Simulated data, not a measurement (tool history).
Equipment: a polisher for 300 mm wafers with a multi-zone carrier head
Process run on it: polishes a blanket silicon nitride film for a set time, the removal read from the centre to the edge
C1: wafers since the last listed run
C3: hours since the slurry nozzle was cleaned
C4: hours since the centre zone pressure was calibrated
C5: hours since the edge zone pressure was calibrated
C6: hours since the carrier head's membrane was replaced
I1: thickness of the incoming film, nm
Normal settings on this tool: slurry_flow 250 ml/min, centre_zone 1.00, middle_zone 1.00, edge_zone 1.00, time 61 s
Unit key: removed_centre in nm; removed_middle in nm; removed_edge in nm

Run 1, day 0.000: usual settings; C1 0; wafers polished on this pad 912; C3 517.1; C4 270.0; C5 1259.2; C6 889.3; I1 805.4. Result: removed_centre 179.7 nm, removed_middle 180.5 nm, removed_edge 184.4 nm.
At day 1.650: edge zone pressure recalibrated.
Run 2, day 2.996: usual settings; C1 466; wafers polished on this pad 1378; C3 589.0; C4 341.9; C5 32.3; C6 961.2; I1 794.0. Result: removed_centre 175.4 nm, removed_middle 178.5 nm, removed_edge 181.6 nm.
Run 3, day 4.592: usual settings; C1 255; wafers polished on this pad 1633; C3 627.3; C4 380.2; C5 70.6; C6 999.5; I1 783.2. Result: removed_centre 175.1 nm, removed_middle 180.7 nm, removed_edge 179.5 nm.
Run 4, day 7.454: usual settings but centre_zone 0.91, edge_zone 1.04, time 52 s; C1 458; wafers polished on this pad 2091; C3 696.0; C4 448.9; C5 139.3; C6 1068.2; I1 795.9. Result: removed_centre 135.5 nm, removed_middle 151.9 nm, removed_edge 152.6 nm.
At day 8.338: carrier head's membrane replaced by a new one.
Run 5, day 8.546: usual settings but slurry_flow 165 ml/min, middle_zone 1.03, edge_zone 1.11, time 41 s; C1 141; wafers polished on this pad 2233; C3 722.2; C4 475.1; C5 165.5; C6 5.0; I1 787.7. Result: removed_centre 108.3 nm, removed_middle 110.1 nm, removed_edge 118.9 nm.
Run 6, day 10.146: usual settings but slurry_flow 295 ml/min, centre_zone 1.04, edge_zone 0.95; C1 256; wafers polished on this pad 2489; C3 760.6; C4 513.5; C5 203.9; C6 43.4; I1 789.8. Result: removed_centre 181.1 nm, removed_middle 179.2 nm, removed_edge 171.7 nm.
At day 10.338: slurry nozzle cleaned.
At day 10.367: worn pad replaced by a new one.
Run 7, day 13.096: usual settings; C1 460; wafers polished on this pad 436; C3 66.2; C4 584.3; C5 274.7; C6 114.2; I1 787.1. Result: removed_centre 182.4 nm, removed_middle 182.7 nm, removed_edge 186.8 nm.
At day 14.692: centre zone pressure recalibrated.
Run 8, day 15.779: usual settings but slurry_flow 170 ml/min, centre_zone 0.88, middle_zone 0.90, edge_zone 1.04; C1 416; wafers polished on this pad 852; C3 130.6; C4 26.1; C5 339.1; C6 178.6; I1 774.9. Result: removed_centre 150.3 nm, removed_middle 158.4 nm, removed_edge 179.3 nm.
Run 9, day 18.404: usual settings but middle_zone 0.97; C1 420; wafers polished on this pad 1272; C3 193.6; C4 89.1; C5 402.1; C6 241.6; I1 782.2. Result: removed_centre 177.7 nm, removed_middle 174.3 nm, removed_edge 181.5 nm.
Run 10, day 19.792: usual settings but slurry_flow 310 ml/min, edge_zone 0.92; C1 222; wafers polished on this pad 1494; C3 226.9; C4 122.4; C5 435.4; C6 274.9; I1 793.4. Result: removed_centre 182.9 nm, removed_middle 185.4 nm, removed_edge 179.2 nm.
Run 11, day 22.208: usual settings but time 77 s; C1 386; wafers polished on this pad 1881; C3 284.9; C4 180.4; C5 493.4; C6 332.9; I1 788.7. Result: removed_centre 222.7 nm, removed_middle 223.4 nm, removed_edge 224.8 nm.
Run 12, day 23.979: usual settings; C1 283; wafers polished on this pad 2165; C3 327.4; C4 222.9; C5 535.9; C6 375.4; I1 795.3. Result: removed_centre 172.3 nm, removed_middle 174.4 nm, removed_edge 177.1 nm.

Forecast run 13:
Run 13, day 26.558: usual settings; C1 412; wafers polished on this pad 2577; C3 389.3; C4 284.8; C5 597.8; C6 437.3; I1 782.2. Result: removed_centre ?, removed_middle ?, removed_edge ?.

removed_centre: 171.7 nm
removed_middle: 175.5 nm
removed_edge: 176.4 nm
Minus the tool's unlogged condition, the same run would have read removed_centre 182.9 nm, removed_middle 187.0 nm, removed_edge 188.0 nm.
